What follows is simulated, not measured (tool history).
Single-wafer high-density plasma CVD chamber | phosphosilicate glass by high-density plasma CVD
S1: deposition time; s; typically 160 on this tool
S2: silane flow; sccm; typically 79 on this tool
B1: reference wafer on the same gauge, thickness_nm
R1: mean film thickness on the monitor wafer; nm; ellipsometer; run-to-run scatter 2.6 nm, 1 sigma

run,hour,S1,S2,B1,R1
1,0.0,135,79,1370.027,1066.928
2,12.8,135,79,1369.966,1073.847
3,21.9,160,79,1370.150,1268.690
4,38.3,160,79,1369.901,1272.133
5,49.3,160,79,1369.493,1268.724
6,64.3,160,79,1369.872,1272.155
7,80.8,169,69,1370.208,1170.054
8,88.7,150,79,1370.016,1191.238
9,96.4,150,79,1370.198,1195.025
10,103.4,160,85,1370.015,1375.968
11,140.7,160,85,1369.710,1374.797
12,157.1,160,83,1369.917,1344.060
13,174.1,160,83,1370.092,1350.678
14,187.5,160,83,1370.077,1347.880
15,197.1,160,79,1369.999,1285.174
16,215.0,160,79,1370.431,1282.123
17,229.1,160,64,1370.083,1042.821
# hour 247.5: silane flow controller replaced
18,248.0,184,94,1369.632,1619.565
19,248.4,160,79,1369.885,1183.352
# hour 256.0: gauge calibrated
20,256.6,178,83,1369.795,1383.022
21,274.3,135,85,1369.538,1076.815
22,291.9,160,79,1370.316,1183.307
23,299.1,160,89,1370.380,1329.095
24,312.6,133,79,1369.985,980.679
25,318.8,147,68,1370.036,936.631
26,329.1,187,90,1369.934,1575.795
27,338.1,132,79,1370.274,978.562

What will run 28 give?
28,350.8,160,73,?,?

{"run 28": {"B1": 1370.169, "R1": 1097.257}}
Minus the tool's unlogged condition, the same run would have read R1 1112.637 nm.
